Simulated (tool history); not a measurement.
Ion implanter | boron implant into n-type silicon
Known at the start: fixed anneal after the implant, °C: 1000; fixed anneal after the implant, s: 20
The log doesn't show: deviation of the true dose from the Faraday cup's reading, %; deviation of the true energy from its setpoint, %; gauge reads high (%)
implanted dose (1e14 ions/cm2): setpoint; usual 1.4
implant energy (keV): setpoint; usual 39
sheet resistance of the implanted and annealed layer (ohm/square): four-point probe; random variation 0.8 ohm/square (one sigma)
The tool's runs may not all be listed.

| run | hour | implanted dose (1e14 ions/cm2) | implant energy (keV) | wafers since the last listed run | hours since the last dose calibration | hours since the extraction supply was calibrated | hours since the gauge calibration | read-back reference wafer on the same gauge, sheet resistance | sheet resistance of the implanted and annealed layer (ohm/square) |
|---|---|---|---|---|---|---|---|---|---|
| 1 | 0 | 1.12 | 49.5 | 0 | 1184.5 | 6061.6 | 122.9 | 625.97 | 585.52 |
| 2 | 19.8 | 1.12 | 49.5 | 268 | 1204.3 | 6081.4 | 142.7 | 625.93 | 583.81 |
| 3 | 53.4 | 1.4 | 39 | 456 | 1237.9 | 6115 | 176.3 | 626.36 | 520.77 |
| 4 | 83.4 | 1.4 | 39 | 407 | 1267.9 | 6145 | 206.3 | 625.8 | 522 |
| 5 | 112 | 1.4 | 49 | 388 | 1296.5 | 6173.6 | 234.9 | 625.76 | 500.9 |
| 6 | 134.4 | 1.4 | 49 | 304 | 1318.9 | 6196 | 257.3 | 625.86 | 500.39 |
| 7 | 166.5 | 1.69 | 31.5 | 436 | 1351 | 6228.1 | 289.4 | 626.08 | 469.03 |
| 8 | 179.7 | 1.66 | 39 | 179 | 1364.2 | 6241.3 | 302.6 | 626.04 | 461.13 |
| 9 | 194.2 | 1.4 | 31 | 196 | 1378.7 | 6255.8 | 317.1 | 625.49 | 540.11 |
| 10 | 229.1 | 1.4 | 31 | 474 | 1413.6 | 6290.7 | 352 | 625.8 | 539.35 |
| 11 | 251.7 | 1.4 | 39 | 306 | 1436.2 | 6313.3 | 374.6 | 625.49 | 519.9 |
| 12 | 278.6 | 1.4 | 39 | 365 | 1463.1 | 6340.2 | 401.5 | 626.4 | 518.44 |
| 13 | 292.8 | 1.19 | 39 | 192 | 1477.3 | 6354.4 | 415.7 | 626.08 | 582.13 |
| 14 | 313.4 | 1.19 | 39 | 279 | 1497.9 | 6375 | 436.3 | 625.84 | 580.09 |
| 15 | 338.5 | 1.19 | 39 | 340 | 1523 | 6400.1 | 461.4 | 626.05 | 580.79 |
|  | 352.5 | gauge calibrated |
| 16 | 360.2 | 1.23 | 39 | 294 | 1544.7 | 6421.8 | 7.7 | 625.98 | 567.22 |
| 17 | 394.3 | 1.22 | 26.5 | 463 | 1578.8 | 6455.9 | 41.8 | 625.72 | 610.01 |
| 18 | 419.5 | 1 | 52 | 342 | 1604 | 6481.1 | 67 | 626.16 | 619.83 |
| 19 | 432.2 | 1.4 | 39 | 172 | 1616.7 | 6493.8 | 79.7 | 625.82 | 515.53 |
| 20 | 446.3 | 1.4 | 39 | 191 | 1630.8 | 6507.9 | 93.8 | 626.15 | 515.79 |
| 21 | 482.2 | 1.4 | 49 | 487 | 1666.7 | 6543.8 | 129.7 | 626 | 495.38 |
| 22 | 508.3 | 1.58 | 39 | 354 | 1692.8 | 6569.9 | 155.8 | 625.49 | 471.44 |
| 23 | 539.2 | 1 | 33 | 419 | 1723.7 | 6600.8 | 186.7 | 625.62 | 675.48 |
|  | 550.4 | Faraday cup replaced and dose calibrated |
| 24 | 572.2 | 1.13 | 33.5 | 339 | 21.8 | 6633.8 | 219.7 | 626.14 | 634.99 |
| 25 | 605.7 | 1.56 | 27.5 | 455 | 55.3 | 6667.3 | 253.2 | 625.8 | 520.34 |
| 26 | 634.3 | 1.07 | 52.5 | 388 | 83.9 | 6695.9 | 281.8 | 626.02 | 604.16 |
| 27 | 667.9 | 1.64 | 51.5 | 456 | 117.5 | 6729.5 | 315.4 | 626.05 | 451.76 |
| 28 | 686.8 | 1.68 | 39 | 256 | 136.4 | 6748.4 | 334.3 | 625.76 | 464.8 |
|  | 701.7 | extraction supply calibrated |
| 29 | 713.1 | 1.58 | 25.5 | 248 | 162.7 | 11.4 | 360.6 | 625.92 | 520.4 |
| 30 | 735 | 1.54 | 28 | 297 | 184.6 | 33.3 | 382.5 | 625.85 | 523.04 |
| 31 | 836.1 | 1.02 | 45 | 1373 | 285.7 | 134.4 | 483.6 | 626.41 | 646.39 |
| 32 | 860.4 | 1.77 | 39 | 330 | 310 | 158.7 | 507.9 | 626.37 | 447.06 |
|  | 899.1 | gauge calibrated |
| 33 | 964.7 | 1.07 | 52.5 | 1416 | 414.3 | 263 | 65.6 | 626.13 | 606.94 |

Measured less the same run without the tool's hidden state. The same run-to-run variation is in both; the gauge's scatter may not be:
| run | sheet resistance of the implanted and annealed layer (ohm/square) |
|---|---|
| 1 | -8.99 |
| 2 | -9.23 |
| 3 | -8.88 |
| 4 | -9.28 |
| 5 | -9.07 |
| 6 | -9.34 |
| 7 | -9.76 |
| 8 | -9.47 |
| 9 | -11.53 |
| 10 | -12.04 |
| 11 | -11.59 |
| 12 | -11.96 |
| 13 | -13.56 |
| 14 | -13.86 |
| 15 | -14.32 |
| 16 | -14.37 |
| 17 | -16.84 |
| 18 | -16.51 |
| 19 | -14.3 |
| 20 | -14.54 |
| 21 | -14.22 |
| 22 | -14.36 |
| 23 | -21.11 |
| 24 | -0.2 |
| 25 | -0.2 |
| 26 | -0.23 |
| 27 | -0.21 |
| 28 | -0.24 |
| 29 | -0.33 |
| 30 | -0.37 |
| 31 | -0.72 |
| 32 | -0.58 |
| 33 | -1.2 |
